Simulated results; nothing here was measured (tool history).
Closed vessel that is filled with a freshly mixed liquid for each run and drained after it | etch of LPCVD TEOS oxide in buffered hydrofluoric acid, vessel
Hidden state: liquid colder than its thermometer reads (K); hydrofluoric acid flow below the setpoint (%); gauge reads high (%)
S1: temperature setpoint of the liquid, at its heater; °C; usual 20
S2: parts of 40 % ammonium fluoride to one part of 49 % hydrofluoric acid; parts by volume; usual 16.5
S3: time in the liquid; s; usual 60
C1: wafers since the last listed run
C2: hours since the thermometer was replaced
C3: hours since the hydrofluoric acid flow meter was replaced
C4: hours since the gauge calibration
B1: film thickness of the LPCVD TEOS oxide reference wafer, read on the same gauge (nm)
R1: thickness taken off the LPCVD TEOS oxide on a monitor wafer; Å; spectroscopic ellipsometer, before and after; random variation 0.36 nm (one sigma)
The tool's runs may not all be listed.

Run 1, hour 0: usual settings; C1 0; C2 1066.4; C3 721.4; C4 421.3; B1 91.26. Result: R1 667.4 Å.
Run 2, hour 16.3: usual settings; C1 2037; C2 1082.7; C3 737.7; C4 437.6; B1 91.4. Result: R1 673.9 Å.
Run 3, hour 37: usual settings; C1 2587; C2 1103.4; C3 758.4; C4 458.3; B1 91.52. Result: R1 679.2 Å.
Run 4, hour 59.5: usual settings; C1 2812; C2 1125.9; C3 780.9; C4 480.8; B1 91.67. Result: R1 671.3 Å.
At hour 74.4: gauge calibrated.
Run 5, hour 94.7: usual settings but S1 17.5 °C; C1 4399; C2 1161.1; C3 816.1; C4 20.3; B1 90.05. Result: R1 572.8 Å.
Run 6, hour 117.5: usual settings but S1 17.5 °C; C1 2849; C2 1183.9; C3 838.9; C4 43.1; B1 90.08. Result: R1 577.4 Å.
Run 7, hour 138.6: usual settings but S1 17.5 °C; C1 2637; C2 1205; C3 860; C4 64.2; B1 90.08. Result: R1 571.6 Å.
Run 8, hour 152.6: usual settings but S2 14 parts by volume; C1 1749; C2 1219; C3 874; C4 78.2; B1 90.11. Result: R1 779.7 Å.
Run 9, hour 185.6: usual settings but S2 14 parts by volume; C1 4124; C2 1252; C3 907; C4 111.2; B1 90.19. Result: R1 780.8 Å.
Run 10, hour 204: usual settings but S2 14 parts by volume; C1 2299; C2 1270.4; C3 925.4; C4 129.6; B1 90.18. Result: R1 778.7 Å.
Run 11, hour 233.3: usual settings but S1 18 °C, S3 35 s; C1 3661; C2 1299.7; C3 954.7; C4 158.9; B1 90.23. Result: R1 343.6 Å.
Run 12, hour 263.6: usual settings but S1 18 °C, S3 35 s; C1 3786; C2 1330; C3 985; C4 189.2; B1 90.34. Result: R1 346.4 Å.
Run 13, hour 297: usual settings; C1 4174; C2 1363.4; C3 1018.4; C4 222.6; B1 90.43. Result: R1 663.2 Å.
Run 14, hour 327.4: usual settings; C1 3799; C2 1393.8; C3 1048.8; C4 253; B1 90.57. Result: R1 666.8 Å.
Run 15, hour 346.7: usual settings; C1 2412; C2 1413.1; C3 1068.1; C4 272.3; B1 90.64. Result: R1 668.3 Å.
Run 16, hour 368.1: usual settings; C1 2674; C2 1434.5; C3 1089.5; C4 293.7; B1 90.68. Result: R1 665 Å.
Run 17, hour 388.5: usual settings but S1 17 °C, S2 22.5 parts by volume, S3 80 s; C1 2549; C2 1454.9; C3 1109.9; C4 314.1; B1 90.8. Result: R1 571.8 Å.
Run 18, hour 420.9: usual settings; C1 4049; C2 1487.3; C3 1142.3; C4 346.5; B1 90.98. Result: R1 674.5 Å.
Run 19, hour 446.1: usual settings but S1 17 °C, S2 23 parts by volume, S3 45 s; C1 3149; C2 1512.5; C3 1167.5; C4 371.7; B1 91.1. Result: R1 317.5 Å.
At hour 451.2: hydrofluoric acid flow meter replaced.
Run 20, hour 466.9: usual settings but S1 17 °C; C1 2474; C2 1533.3; C3 15.7; C4 392.5; B1 91.26. Result: R1 563.8 Å.
Run 21, hour 498.2: usual settings; C1 3911; C2 1564.6; C3 47; C4 423.8; B1 91.41. Result: R1 671.5 Å.
Run 22, hour 526: usual settings but S3 30 s; C1 3474; C2 1592.4; C3 74.8; C4 451.6; B1 91.6. Result: R1 335.6 Å.
Run 23, hour 557.6: usual settings but S1 21.5 °C, S2 21 parts by volume; C1 3949; C2 1624; C3 106.4; C4 483.2; B1 91.83. Result: R1 584.8 Å.
At hour 579: gauge calibrated.
At hour 593.4: thermometer replaced.
Run 24, hour 654.7: usual settings but S1 17 °C, S2 14 parts by volume; C1 12010; C2 61.3; C3 203.5; C4 75.7; B1 90.32. Result: R1 653.9 Å.
Run 25, hour 670: usual settings but S1 18 °C, S2 21.5 parts by volume, S3 90 s; C1 1912; C2 76.6; C3 218.8; C4 91; B1 90.3. Result: R1 704.8 Å.
Run 26, hour 702.2: usual settings but S3 70 s; C1 4024; C2 108.8; C3 251; C4 123.2; B1 90.38. Result: R1 765.5 Å.
Run 27, hour 721.4: usual settings but S3 85 s; C1 2399; C2 128; C3 270.2; C4 142.4; B1 90.4. Result: R1 940.9 Å.
Run 28, hour 741: usual settings; C1 2449; C2 147.6; C3 289.8; C4 162; B1 90.48. Result: R1 668.1 Å.
Run 29, hour 758: usual settings; C1 2124; C2 164.6; C3 306.8; C4 179; B1 90.51. Result: R1 663.5 Å.
Run 30, hour 793.2: usual settings; C1 4399; C2 199.8; C3 342; C4 214.2; B1 90.62. Result: R1 663.4 Å.
Run 31, hour 818.7: usual settings but S1 18.5 °C; C1 3187; C2 225.3; C3 367.5; C4 239.7; B1 90.73. Result: R1 613.4 Å.
Run 32, hour 831.3: usual settings but S1 17 °C, S2 13.5 parts by volume; C1 1574; C2 237.9; C3 380.1; C4 252.3; B1 90.74. Result: R1 681.9 Å.
Run 33, hour 848.2: usual settings; C1 2112; C2 254.8; C3 397; C4 269.2; B1 90.84. Result: R1 667.2 Å.

Forecast each of these 4 alternatives for the next run:
Run A, hour 848.9: usual settings but S2 22.5 parts by volume; C1 87; C2 255.5; C3 397.7; C4 269.9; B1 ?. Result: R1 ?.
Run B, hour 848.9: usual settings but S1 18.5 °C, S3 90 s; C1 87; C2 255.5; C3 397.7; C4 269.9; B1 ?. Result: R1 ?.
Run C, hour 848.9: usual settings but S1 18.5 °C, S2 18.5 parts by volume, S3 30 s; C1 87; C2 255.5; C3 397.7; C4 269.9; B1 ?. Result: R1 ?.
Run D, hour 848.9: usual settings but S1 17 °C, S2 14 parts by volume, S3 35 s; C1 87; C2 255.5; C3 397.7; C4 269.9; B1 ?. Result: R1 ?.

run     B1     R1
  A  90.82  510.8
  B  90.82  923.5
  C  90.82  274.9
  D  90.82  387.6
Without the tool's hidden state the same runs would have given:
run     R1
  A  506.2
  B  915.1
  C  272.4
  D  384.1
